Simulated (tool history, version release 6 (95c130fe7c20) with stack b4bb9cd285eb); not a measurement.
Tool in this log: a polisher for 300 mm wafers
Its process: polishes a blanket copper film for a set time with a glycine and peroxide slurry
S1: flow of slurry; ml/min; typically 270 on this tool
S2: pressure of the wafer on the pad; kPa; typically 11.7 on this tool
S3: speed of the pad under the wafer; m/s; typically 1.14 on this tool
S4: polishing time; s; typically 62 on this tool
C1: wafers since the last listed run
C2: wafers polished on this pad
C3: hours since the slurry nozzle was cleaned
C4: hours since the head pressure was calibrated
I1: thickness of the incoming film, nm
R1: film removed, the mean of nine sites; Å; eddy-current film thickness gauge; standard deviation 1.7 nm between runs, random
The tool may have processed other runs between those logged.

{"run": 1, "hour": 0.0, "S1": 270, "S2": 11.7, "S3": 1.14, "S4": 62, "C1": 0, "C2": 732, "C3": 9.3, "C4": 136.3, "I1": 1740.5, "R1": 2327}
{"run": 2, "hour": 40.3, "S1": 270, "S2": 11.7, "S3": 1.14, "S4": 62, "C1": 252, "C2": 984, "C3": 49.6, "C4": 176.6, "I1": 1734.8, "R1": 2295}
{"run": 3, "hour": 107.2, "S1": 270, "S2": 11.7, "S3": 1.14, "S4": 62, "C1": 418, "C2": 1402, "C3": 116.5, "C4": 243.5, "I1": 1717.2, "R1": 2287}
{"run": 4, "hour": 162.9, "S1": 230, "S2": 11.7, "S3": 1.34, "S4": 62, "C1": 348, "C2": 1751, "C3": 172.2, "C4": 299.2, "I1": 1678.9, "R1": 2479}
{"hour": 231.2, "done": "worn pad replaced by a new one"}
{"run": 5, "hour": 270.3, "S1": 230, "S2": 11.7, "S3": 1.34, "S4": 62, "C1": 646, "C2": 244, "C3": 279.6, "C4": 406.6, "I1": 1707.0, "R1": 2624}
{"run": 6, "hour": 308.4, "S1": 230, "S2": 11.7, "S3": 1.34, "S4": 62, "C1": 238, "C2": 483, "C3": 317.7, "C4": 444.7, "I1": 1708.6, "R1": 2579}
{"run": 7, "hour": 372.4, "S1": 310, "S2": 11.7, "S3": 1.14, "S4": 77, "C1": 400, "C2": 883, "C3": 381.7, "C4": 508.7, "I1": 1731.9, "R1": 2856}
{"run": 8, "hour": 417.5, "S1": 310, "S2": 11.7, "S3": 1.14, "S4": 77, "C1": 282, "C2": 1165, "C3": 426.8, "C4": 553.8, "I1": 1723.0, "R1": 2808}
{"run": 9, "hour": 477.5, "S1": 335, "S2": 11.7, "S3": 1.14, "S4": 62, "C1": 375, "C2": 1540, "C3": 486.8, "C4": 613.8, "I1": 1710.0, "R1": 2266}
{"run": 10, "hour": 506.0, "S1": 335, "S2": 11.7, "S3": 1.14, "S4": 62, "C1": 178, "C2": 1719, "C3": 515.3, "C4": 642.3, "I1": 1689.5, "R1": 2277}
{"run": 11, "hour": 572.9, "S1": 335, "S2": 11.7, "S3": 1.14, "S4": 62, "C1": 418, "C2": 2137, "C3": 582.2, "C4": 709.2, "I1": 1708.9, "R1": 2222}
{"hour": 598.4, "done": "worn pad replaced by a new one"}
{"run": 12, "hour": 606.2, "S1": 270, "S2": 11.7, "S3": 1.14, "S4": 62, "C1": 183, "C2": 48, "C3": 615.5, "C4": 742.5, "I1": 1722.0, "R1": 2396}
{"run": 13, "hour": 655.9, "S1": 270, "S2": 11.7, "S3": 1.14, "S4": 62, "C1": 310, "C2": 359, "C3": 665.2, "C4": 792.2, "I1": 1726.1, "R1": 2278}
{"hour": 684.9, "done": "slurry nozzle cleaned"}
{"run": 14, "hour": 724.8, "S1": 270, "S2": 11.7, "S3": 1.14, "S4": 62, "C1": 424, "C2": 784, "C3": 39.9, "C4": 861.1, "I1": 1713.1, "R1": 2301}
{"run": 15, "hour": 767.6, "S1": 270, "S2": 11.7, "S3": 1.14, "S4": 62, "C1": 267, "C2": 1052, "C3": 82.7, "C4": 903.9, "I1": 1697.1, "R1": 2298}
{"run": 16, "hour": 811.7, "S1": 270, "S2": 11.7, "S3": 1.14, "S4": 62, "C1": 275, "C2": 1328, "C3": 126.8, "C4": 948.0, "I1": 1694.6, "R1": 2268}
{"run": 17, "hour": 876.0, "S1": 270, "S2": 10.3, "S3": 1.38, "S4": 62, "C1": 402, "C2": 1730, "C3": 191.1, "C4": 1012.3, "I1": 1697.9, "R1": 2338}
{"run": 18, "hour": 945.1, "S1": 270, "S2": 11.7, "S3": 1.14, "S4": 62, "C1": 432, "C2": 2162, "C3": 260.2, "C4": 1081.4, "I1": 1695.4, "R1": 2204}
{"run": 19, "hour": 974.8, "S1": 270, "S2": 11.7, "S3": 1.14, "S4": 41, "C1": 185, "C2": 2348, "C3": 289.9, "C4": 1111.1, "I1": 1718.5, "R1": 1481}
{"hour": 1011.0, "done": "worn pad replaced by a new one"}
{"run": 20, "hour": 1043.9, "S1": 310, "S2": 10.3, "S3": 1.42, "S4": 78, "C1": 407, "C2": 205, "C3": 359.0, "C4": 1180.2, "I1": 1682.5, "R1": 3253}
{"hour": 1079.6, "done": "head pressure recalibrated"}
{"run": 21, "hour": 1111.7, "S1": 270, "S2": 11.7, "S3": 1.14, "S4": 62, "C1": 411, "C2": 617, "C3": 426.8, "C4": 32.1, "I1": 1689.0, "R1": 2348}
{"run": 22, "hour": 1165.9, "S1": 365, "S2": 11.7, "S3": 1.14, "S4": 78, "C1": 339, "C2": 956, "C3": 481.0, "C4": 86.3, "I1": 1721.5, "R1": 2927}
{"run": 23, "hour": 1235.9, "S1": 225, "S2": 10.3, "S3": 1.14, "S4": 62, "C1": 437, "C2": 1394, "C3": 551.0, "C4": 156.3, "I1": 1732.5, "R1": 2005}
{"run": 24, "hour": 1282.4, "S1": 270, "S2": 11.7, "S3": 0.8, "S4": 62, "C1": 290, "C2": 1684, "C3": 597.5, "C4": 202.8, "I1": 1707.8, "R1": 1753}
{"run": 25, "hour": 1333.3, "S1": 270, "S2": 15.9, "S3": 1.14, "S4": 62, "C1": 318, "C2": 2003, "C3": 648.4, "C4": 253.7, "I1": 1717.3, "R1": 2785}
{"hour": 1360.2, "done": "worn pad replaced by a new one"}
{"hour": 1387.6, "done": "slurry nozzle cleaned"}
{"run": 26, "hour": 1528.0, "S1": 270, "S2": 11.7, "S3": 1.14, "S4": 62, "C1": 1186, "C2": 1043, "C3": 140.4, "C4": 448.4, "I1": 1688.4, "R1": 2302}
{"run": 27, "hour": 1598.4, "S1": 270, "S2": 11.7, "S3": 0.82, "S4": 70, "C1": 440, "C2": 1483, "C3": 210.8, "C4": 518.8, "I1": 1736.7, "R1": 2063}
{"run": 28, "hour": 1633.5, "S1": 215, "S2": 13.1, "S3": 1.34, "S4": 54, "C1": 219, "C2": 1703, "C3": 245.9, "C4": 553.9, "I1": 1694.7, "R1": 2348}
{"run": 29, "hour": 1657.6, "S1": 270, "S2": 11.7, "S3": 1.14, "S4": 62, "C1": 150, "C2": 1854, "C3": 270.0, "C4": 578.0, "I1": 1709.0, "R1": 2255}
{"run": 30, "hour": 1688.9, "S1": 270, "S2": 11.7, "S3": 1.54, "S4": 62, "C1": 195, "C2": 2049, "C3": 301.3, "C4": 609.3, "I1": 1697.9, "R1": 2774}
{"hour": 1745.2, "done": "worn pad replaced by a new one"}
{"run": 31, "hour": 1758.1, "S1": 225, "S2": 15.9, "S3": 1.14, "S4": 62, "C1": 407, "C2": 80, "C3": 370.5, "C4": 678.5, "I1": 1689.3, "R1": 3004}
{"run": 32, "hour": 1789.7, "S1": 270, "S2": 11.7, "S3": 1.14, "S4": 49, "C1": 197, "C2": 278, "C3": 402.1, "C4": 710.1, "I1": 1715.6, "R1": 1865}
{"run": 33, "hour": 1817.6, "S1": 270, "S2": 11.7, "S3": 1.54, "S4": 62, "C1": 174, "C2": 453, "C3": 430.0, "C4": 738.0, "I1": 1713.3, "R1": 2843}
{"run": 34, "hour": 1864.4, "S1": 270, "S2": 11.7, "S3": 1.0, "S4": 50, "C1": 292, "C2": 745, "C3": 476.8, "C4": 784.8, "I1": 1708.1, "R1": 1654}

Predict each of these 5 candidate next runs independently; none follows another, all start after run 34:
{"run": "A", "hour": 1864.8, "S1": 270, "S2": 11.7, "S3": 1.14, "S4": 56, "C1": 2, "C2": 748, "C3": 477.2, "C4": 785.2, "I1": 1676.3, "R1": "?"}
{"run": "B", "hour": 1864.8, "S1": 325, "S2": 11.7, "S3": 1.14, "S4": 62, "C1": 2, "C2": 748, "C3": 477.2, "C4": 785.2, "I1": 1676.3, "R1": "?"}
{"run": "C", "hour": 1864.8, "S1": 360, "S2": 15.2, "S3": 1.52, "S4": 48, "C1": 2, "C2": 748, "C3": 477.2, "C4": 785.2, "I1": 1676.3, "R1": "?"}
{"run": "D", "hour": 1864.8, "S1": 270, "S2": 13.1, "S3": 1.14, "S4": 62, "C1": 2, "C2": 748, "C3": 477.2, "C4": 785.2, "I1": 1676.3, "R1": "?"}
{"run": "E", "hour": 1864.8, "S1": 270, "S2": 14.5, "S3": 1.14, "S4": 45, "C1": 2, "C2": 748, "C3": 477.2, "C4": 785.2, "I1": 1676.3, "R1": "?"}

run=A R1=2033
run=B R1=2286
run=C R1=2724
run=D R1=2453
run=E R1=1928
Take away the tool's hidden state, keep each run's random variation, and the runs would have read:
run=A R1=2242
run=B R1=2516
run=C R1=2996
run=D R1=2706
run=E R1=2127
